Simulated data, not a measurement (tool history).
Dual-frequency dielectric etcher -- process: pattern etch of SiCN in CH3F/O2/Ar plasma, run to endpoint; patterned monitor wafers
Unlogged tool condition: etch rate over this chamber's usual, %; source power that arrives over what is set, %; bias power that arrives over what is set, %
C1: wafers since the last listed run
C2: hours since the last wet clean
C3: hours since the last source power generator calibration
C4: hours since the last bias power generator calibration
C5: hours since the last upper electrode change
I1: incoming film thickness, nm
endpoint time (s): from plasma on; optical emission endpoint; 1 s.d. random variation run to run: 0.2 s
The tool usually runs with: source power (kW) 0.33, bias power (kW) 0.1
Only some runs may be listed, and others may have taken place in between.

{"run": 1, "day": 0.0, "source power (kW)": 0.27, "bias power (kW)": 0.1, "C1": 0, "C2": 5.7, "C3": 3288.8, "C4": 3724.7, "C5": 2812.9, "I1": 9.79, "endpoint time (s)": 26.2}
{"run": 2, "day": 1.142, "source power (kW)": 0.33, "bias power (kW)": 0.1, "C1": 294, "C2": 33.1, "C3": 3316.2, "C4": 3752.1, "C5": 2840.3, "I1": 9.81, "endpoint time (s)": 23.9}
{"run": 3, "day": 1.867, "source power (kW)": 0.33, "bias power (kW)": 0.1, "C1": 187, "C2": 50.5, "C3": 3333.6, "C4": 3769.5, "C5": 2857.7, "I1": 9.72, "endpoint time (s)": 24}
{"run": 4, "day": 2.596, "source power (kW)": 0.33, "bias power (kW)": 0.1, "C1": 188, "C2": 68, "C3": 3351.1, "C4": 3787, "C5": 2875.2, "I1": 9.77, "endpoint time (s)": 24}
{"run": 5, "day": 4.067, "source power (kW)": 0.33, "bias power (kW)": 0.1, "C1": 379, "C2": 103.3, "C3": 3386.4, "C4": 3822.3, "C5": 2910.5, "I1": 9.75, "endpoint time (s)": 23.8}
{"run": 6, "day": 4.904, "source power (kW)": 0.33, "bias power (kW)": 0.118, "C1": 216, "C2": 123.4, "C3": 3406.5, "C4": 3842.4, "C5": 2930.6, "I1": 9.82, "endpoint time (s)": 22.9}
{"run": 7, "day": 6.396, "source power (kW)": 0.33, "bias power (kW)": 0.1, "C1": 385, "C2": 159.2, "C3": 3442.3, "C4": 3878.2, "C5": 2966.4, "I1": 9.81, "endpoint time (s)": 23.8}
{"run": 8, "day": 7.283, "source power (kW)": 0.33, "bias power (kW)": 0.1, "C1": 229, "C2": 180.5, "C3": 3463.6, "C4": 3899.5, "C5": 2987.7, "I1": 9.82, "endpoint time (s)": 24.1}
{"run": 9, "day": 8.408, "source power (kW)": 0.33, "bias power (kW)": 0.1, "C1": 290, "C2": 207.5, "C3": 3490.6, "C4": 3926.5, "C5": 3014.7, "I1": 9.71, "endpoint time (s)": 23.4}
{"run": 10, "day": 9.0, "source power (kW)": 0.33, "bias power (kW)": 0.1, "C1": 152, "C2": 221.7, "C3": 3504.8, "C4": 3940.7, "C5": 3028.9, "I1": 9.83, "endpoint time (s)": 23.9}
{"run": 11, "day": 13.396, "source power (kW)": 0.33, "bias power (kW)": 0.1, "C1": 1135, "C2": 327.2, "C3": 3610.3, "C4": 4046.2, "C5": 3134.4, "I1": 9.76, "endpoint time (s)": 23.5}
{"run": 12, "day": 14.367, "source power (kW)": 0.33, "bias power (kW)": 0.1, "C1": 250, "C2": 350.5, "C3": 3633.6, "C4": 4069.5, "C5": 3157.7, "I1": 9.79, "endpoint time (s)": 23.9}
{"run": 13, "day": 15.15, "source power (kW)": 0.33, "bias power (kW)": 0.1, "C1": 202, "C2": 369.3, "C3": 3652.4, "C4": 4088.3, "C5": 3176.5, "I1": 9.71, "endpoint time (s)": 23.8}
{"day": 15.429, "done": "source power generator calibrated"}
{"run": 14, "day": 15.788, "source power (kW)": 0.35, "bias power (kW)": 0.081, "C1": 121, "C2": 384.6, "C3": 8.6, "C4": 4103.6, "C5": 3191.8, "I1": 9.88, "endpoint time (s)": 25}
{"run": 15, "day": 16.408, "source power (kW)": 0.41, "bias power (kW)": 0.082, "C1": 160, "C2": 399.5, "C3": 23.5, "C4": 4118.5, "C5": 3206.7, "I1": 9.66, "endpoint time (s)": 22.6}
{"run": 16, "day": 17.696, "source power (kW)": 0.33, "bias power (kW)": 0.1, "C1": 332, "C2": 430.4, "C3": 54.4, "C4": 4149.4, "C5": 3237.6, "I1": 9.79, "endpoint time (s)": 24.2}
{"day": 19.538, "done": "bias power generator calibrated"}
{"run": 17, "day": 21.879, "source power (kW)": 0.31, "bias power (kW)": 0.078, "C1": 1037, "C2": 530.8, "C3": 154.8, "C4": 56.2, "C5": 3338, "I1": 9.81, "endpoint time (s)": 26.3}
{"day": 23.079, "done": "wet clean of the chamber"}
{"run": 18, "day": 23.1, "source power (kW)": 0.4, "bias power (kW)": 0.1, "C1": 57, "C2": 0.5, "C3": 184.1, "C4": 85.5, "C5": 3367.3, "I1": 9.8, "endpoint time (s)": 21.6}
{"day": 24.529, "done": "upper electrode replaced"}
{"run": 19, "day": 24.55, "source power (kW)": 0.31, "bias power (kW)": 0.1, "C1": 116, "C2": 35.3, "C3": 218.9, "C4": 120.3, "C5": 0.5, "I1": 9.81, "endpoint time (s)": 24.9}
{"run": 20, "day": 25.546, "source power (kW)": 0.27, "bias power (kW)": 0.085, "C1": 257, "C2": 59.2, "C3": 242.8, "C4": 144.2, "C5": 24.4, "I1": 9.8, "endpoint time (s)": 27}
{"run": 21, "day": 26.129, "source power (kW)": 0.33, "bias power (kW)": 0.1, "C1": 150, "C2": 73.2, "C3": 256.8, "C4": 158.2, "C5": 38.4, "I1": 9.76, "endpoint time (s)": 24.1}
{"run": 22, "day": 27.283, "source power (kW)": 0.33, "bias power (kW)": 0.1, "C1": 298, "C2": 100.9, "C3": 284.5, "C4": 185.9, "C5": 66.1, "I1": 9.82, "endpoint time (s)": 23.9}
{"run": 23, "day": 28.546, "source power (kW)": 0.33, "bias power (kW)": 0.093, "C1": 326, "C2": 131.2, "C3": 314.8, "C4": 216.2, "C5": 96.4, "I1": 9.81, "endpoint time (s)": 24.3}
{"run": 24, "day": 29.954, "source power (kW)": 0.33, "bias power (kW)": 0.116, "C1": 363, "C2": 165, "C3": 348.6, "C4": 250, "C5": 130.2, "I1": 9.83, "endpoint time (s)": 22.9}
{"run": 25, "day": 31.083, "source power (kW)": 0.33, "bias power (kW)": 0.1, "C1": 291, "C2": 192.1, "C3": 375.7, "C4": 277.1, "C5": 157.3, "I1": 9.72, "endpoint time (s)": 23.7}
{"run": 26, "day": 32.462, "source power (kW)": 0.4, "bias power (kW)": 0.079, "C1": 356, "C2": 225.2, "C3": 408.8, "C4": 310.2, "C5": 190.4, "I1": 9.83, "endpoint time (s)": 23.5}
{"run": 27, "day": 33.329, "source power (kW)": 0.29, "bias power (kW)": 0.076, "C1": 223, "C2": 246, "C3": 429.6, "C4": 331, "C5": 211.2, "I1": 9.88, "endpoint time (s)": 27.5}

3 ways to go on from here, each from the tool as it stands after run 27. What would each give?
{"run": "A", "day": 33.346, "source power (kW)": 0.33, "bias power (kW)": 0.1, "C1": 4, "C2": 246.4, "C3": 430, "C4": 331.4, "C5": 211.6, "I1": 9.79, "endpoint time (s)": "?"}
{"run": "B", "day": 33.346, "source power (kW)": 0.33, "bias power (kW)": 0.123, "C1": 4, "C2": 246.4, "C3": 430, "C4": 331.4, "C5": 211.6, "I1": 9.79, "endpoint time (s)": "?"}
{"run": "C", "day": 33.346, "source power (kW)": 0.3, "bias power (kW)": 0.118, "C1": 4, "C2": 246.4, "C3": 430, "C4": 331.4, "C5": 211.6, "I1": 9.79, "endpoint time (s)": "?"}

run=A endpoint_time_(s)=24
run=B endpoint_time_(s)=22.5
run=C endpoint_time_(s)=23.8
Without the tool's unlogged condition, the same runs would have read:
run=A endpoint_time_(s)=24
run=B endpoint_time_(s)=22.5
run=C endpoint_time_(s)=23.8
